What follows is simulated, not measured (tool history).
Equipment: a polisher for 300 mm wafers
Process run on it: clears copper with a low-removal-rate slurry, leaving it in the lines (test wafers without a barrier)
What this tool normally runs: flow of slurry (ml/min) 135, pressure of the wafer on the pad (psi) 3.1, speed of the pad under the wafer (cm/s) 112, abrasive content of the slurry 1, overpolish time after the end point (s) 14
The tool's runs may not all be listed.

| run | hour | flow of slurry (ml/min) | pressure of the wafer on the pad (psi) | speed of the pad under the wafer (cm/s) | abrasive content of the slurry | overpolish time after the end point (s) | wafers since the last listed run | wafers polished on this pad | hours since the slurry nozzle was cleaned | hours since the head pressure was calibrated | hours since the slurry blender was calibrated | incoming thickness of the incoming film, nm | time until the end point was called (s) | dishing of a wide line in a test structure (nm) |
|---|---|---|---|---|---|---|---|---|---|---|---|---|---|---|
| 1 | 0 | 135 | 3.1 | 112 | 1 | 14 | 0 | 2524 | 111.7 | 837.4 | 102.6 | 399.7 | 115.2 | 31.1 |
|  | 46.5 | worn pad replaced by a new one |
| 2 | 65.1 | 135 | 3.1 | 112 | 1 | 14 | 448 | 136 | 176.8 | 902.5 | 167.7 | 392.7 | 106.8 | 32.6 |
| 3 | 132.2 | 135 | 3.1 | 112 | 1 | 14 | 492 | 629 | 243.9 | 969.6 | 234.8 | 391.4 | 105.9 | 33.6 |
|  | 156.4 | head pressure recalibrated |
| 4 | 213.5 | 135 | 3.1 | 112 | 1 | 14 | 582 | 1211 | 325.2 | 57.1 | 316.1 | 394 | 109 | 33.4 |
|  | 261.9 | slurry blender recalibrated |
|  | 264 | slurry nozzle cleaned |
| 5 | 385.8 | 135 | 3.1 | 112 | 1 | 14 | 1243 | 2455 | 121.8 | 229.4 | 123.9 | 397.2 | 111.3 | 31.5 |
|  | 395.1 | worn pad replaced by a new one |
| 6 | 431.4 | 135 | 3.1 | 112 | 1 | 14 | 305 | 266 | 167.4 | 275 | 169.5 | 397.8 | 120.4 | 29.5 |
| 7 | 584.2 | 135 | 3.1 | 112 | 1 | 14 | 1122 | 1388 | 320.2 | 427.8 | 322.3 | 397.8 | 120.6 | 30.4 |
|  | 609.5 | slurry blender recalibrated |
| 8 | 643.2 | 135 | 3.1 | 112 | 1 | 14 | 418 | 1807 | 379.2 | 486.8 | 33.7 | 388.3 | 117.1 | 29.9 |
|  | 663.7 | slurry nozzle cleaned |
| 9 | 696.6 | 135 | 3.1 | 112 | 1 | 14 | 384 | 2192 | 32.9 | 540.2 | 87.1 | 396.3 | 123.8 | 29.5 |
| 10 | 763.5 | 135 | 3.1 | 112 | 1 | 14 | 491 | 2683 | 99.8 | 607.1 | 154 | 393.9 | 126.7 | 28.1 |

Run 11, settings as shown, results not yet in. Your forecast:
|  | 800.3 | worn pad replaced by a new one, repeated, since the last time left the tool worse |
| 11 | 871 | 135 | 3.1 | 112 | 1 | 14 | 760 | 518 | 207.3 | 714.6 | 261.5 | 395.6 | ? | ? |

Run 11 yielded time until the end point was called (s) 108.9, dishing of a wide line in a test structure (nm) 32.3.
If the tool had no hidden condition, the same run with the same run-to-run variation would have returned time until the end point was called (s) 108.4, dishing of a wide line in a test structure (nm) 32.5.
